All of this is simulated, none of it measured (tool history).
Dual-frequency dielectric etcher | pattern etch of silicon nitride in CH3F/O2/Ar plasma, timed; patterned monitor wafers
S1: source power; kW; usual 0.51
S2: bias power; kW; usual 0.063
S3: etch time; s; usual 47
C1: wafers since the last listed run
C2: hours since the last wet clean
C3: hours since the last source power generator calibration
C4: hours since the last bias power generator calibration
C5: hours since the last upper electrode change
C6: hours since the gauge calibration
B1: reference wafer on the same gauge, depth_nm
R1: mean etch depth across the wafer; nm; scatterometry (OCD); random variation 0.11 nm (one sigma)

run 1 day=0 | S1=0.51 S2=0.063 S3=47 | C1=0 C2=415.8 C3=3365.8 C4=1534.1 C5=2772.5 C6=29.1 | B1=37.96 | R1=33.82
run 2 day=0.65 | S1=0.51 S2=0.059 S3=47 | C1=129 C2=431.4 C3=3381.4 C4=1549.7 C5=2788.1 C6=44.7 | B1=37.97 | R1=32.82
run 3 day=1.267 | S1=0.51 S2=0.063 S3=47 | C1=122 C2=446.2 C3=3396.2 C4=1564.5 C5=2802.9 C6=59.5 | B1=37.99 | R1=33.69
run 4 day=1.625 | S1=0.51 S2=0.063 S3=47 | C1=71 C2=454.8 C3=3404.8 C4=1573.1 C5=2811.5 C6=68.1 | B1=38.01 | R1=33.77
run 5 day=2.146 | S1=0.51 S2=0.063 S3=47 | C1=103 C2=467.3 C3=3417.3 C4=1585.6 C5=2824 C6=80.6 | B1=38.03 | R1=33.6
run 6 day=2.804 | S1=0.51 S2=0.063 S3=47 | C1=130 C2=483.1 C3=3433.1 C4=1601.4 C5=2839.8 C6=96.4 | B1=38.03 | R1=33.54
run 7 day=3.317 | S1=0.51 S2=0.063 S3=47 | C1=101 C2=495.4 C3=3445.4 C4=1613.7 C5=2852.1 C6=108.7 | B1=38.01 | R1=33.58
run 8 day=3.812 | S1=0.51 S2=0.063 S3=47 | C1=98 C2=507.3 C3=3457.3 C4=1625.6 C5=2864 C6=120.6 | B1=37.99 | R1=33.39
run 9 day=4.158 | S1=0.51 S2=0.063 S3=47 | C1=68 C2=515.6 C3=3465.6 C4=1633.9 C5=2872.3 C6=128.9 | B1=37.96 | R1=33.57
-- day=4.538 source power generator calibrated
run 10 day=4.704 | S1=0.51 S2=0.063 S3=47 | C1=75 C2=528.7 C3=4 C4=1647 C5=2885.4 C6=142 | B1=37.97 | R1=33.39
run 11 day=5.292 | S1=0.45 S2=0.063 S3=47 | C1=116 C2=542.8 C3=18.1 C4=1661.1 C5=2899.5 C6=156.1 | B1=38 | R1=32.46
run 12 day=5.721 | S1=0.45 S2=0.063 S3=47 | C1=85 C2=553.1 C3=28.4 C4=1671.4 C5=2909.8 C6=166.4 | B1=38 | R1=32.63
run 13 day=5.971 | S1=0.51 S2=0.063 S3=47 | C1=49 C2=559.1 C3=34.4 C4=1677.4 C5=2915.8 C6=172.4 | B1=37.98 | R1=33.35
run 14 day=6.483 | S1=0.42 S2=0.05 S3=53.5 | C1=101 C2=571.4 C3=46.7 C4=1689.7 C5=2928.1 C6=184.7 | B1=38.04 | R1=33.85
run 15 day=7.154 | S1=0.42 S2=0.069 S3=47 | C1=133 C2=587.5 C3=62.8 C4=1705.8 C5=2944.2 C6=200.8 | B1=38.01 | R1=33.07
run 16 day=7.583 | S1=0.51 S2=0.063 S3=47 | C1=85 C2=597.8 C3=73.1 C4=1716.1 C5=2954.5 C6=211.1 | B1=37.95 | R1=33.43
-- day=8 bias power generator calibrated
-- day=8.038 gauge calibrated
-- day=8.646 upper electrode replaced
-- day=8.992 wet clean of the chamber
run 17 day=9.012 | S1=0.51 S2=0.063 S3=55 | C1=54 C2=0.5 C3=107.4 C4=24.3 C5=8.8 C6=23.4 | B1=38.02 | R1=37.64
run 18 day=9.025 | S1=0.51 S2=0.063 S3=47 | C1=2 C2=0.8 C3=107.7 C4=24.6 C5=9.1 C6=23.7 | B1=37.98 | R1=32.33
run 19 day=9.279 | S1=0.51 S2=0.063 S3=47 | C1=50 C2=6.9 C3=113.8 C4=30.7 C5=15.2 C6=29.8 | B1=38.01 | R1=32.27
run 20 day=9.7 | S1=0.46 S2=0.071 S3=41.5 | C1=83 C2=17 C3=123.9 C4=40.8 C5=25.3 C6=39.9 | B1=38 | R1=29.17
-- day=11.104 wet clean of the chamber, repeated, since the last time left the tool worse
run 21 day=11.417 | S1=0.51 S2=0.051 S3=60 | C1=142 C2=7.5 C3=165.1 C4=82 C5=66.5 C6=81.1 | B1=37.98 | R1=41.09
run 22 day=11.954 | S1=0.47 S2=0.063 S3=47 | C1=106 C2=20.4 C3=178 C4=94.9 C5=79.4 C6=94 | B1=38.01 | R1=33.75
run 23 day=12.542 | S1=0.62 S2=0.054 S3=61 | C1=116 C2=34.5 C3=192.1 C4=109 C5=93.5 C6=108.1 | B1=37.98 | R1=44.19
run 24 day=13.017 | S1=0.41 S2=0.047 S3=37.5 | C1=94 C2=45.9 C3=203.5 C4=120.4 C5=104.9 C6=119.5 | B1=38 | R1=23.73
run 25 day=13.683 | S1=0.51 S2=0.063 S3=47 | C1=132 C2=61.9 C3=219.5 C4=136.4 C5=120.9 C6=135.5 | B1=37.98 | R1=34.37
run 26 day=14.025 | S1=0.51 S2=0.049 S3=47 | C1=67 C2=70.1 C3=227.7 C4=144.6 C5=129.1 C6=143.7 | B1=38.02 | R1=31.7

Forecast each of these 3 alternatives for the next run:
run A day=14.042 | S1=0.51 S2=0.063 S3=47 | C1=3 C2=70.5 C3=228.1 C4=145 C5=129.5 C6=144.1 | B1=? | R1=?
run B day=14.042 | S1=0.46 S2=0.063 S3=53.5 | C1=3 C2=70.5 C3=228.1 C4=145 C5=129.5 C6=144.1 | B1=? | R1=?
run C day=14.042 | S1=0.51 S2=0.063 S3=59 | C1=3 C2=70.5 C3=228.1 C4=145 C5=129.5 C6=144.1 | B1=? | R1=?

run=A B1=38.02 R1=34.15
run=B B1=38.02 R1=38.05
run=C B1=38.02 R1=42.86
Without the tool's hidden state the same runs would have given:
run=A R1=34.37
run=B R1=38.3
run=C R1=43.14
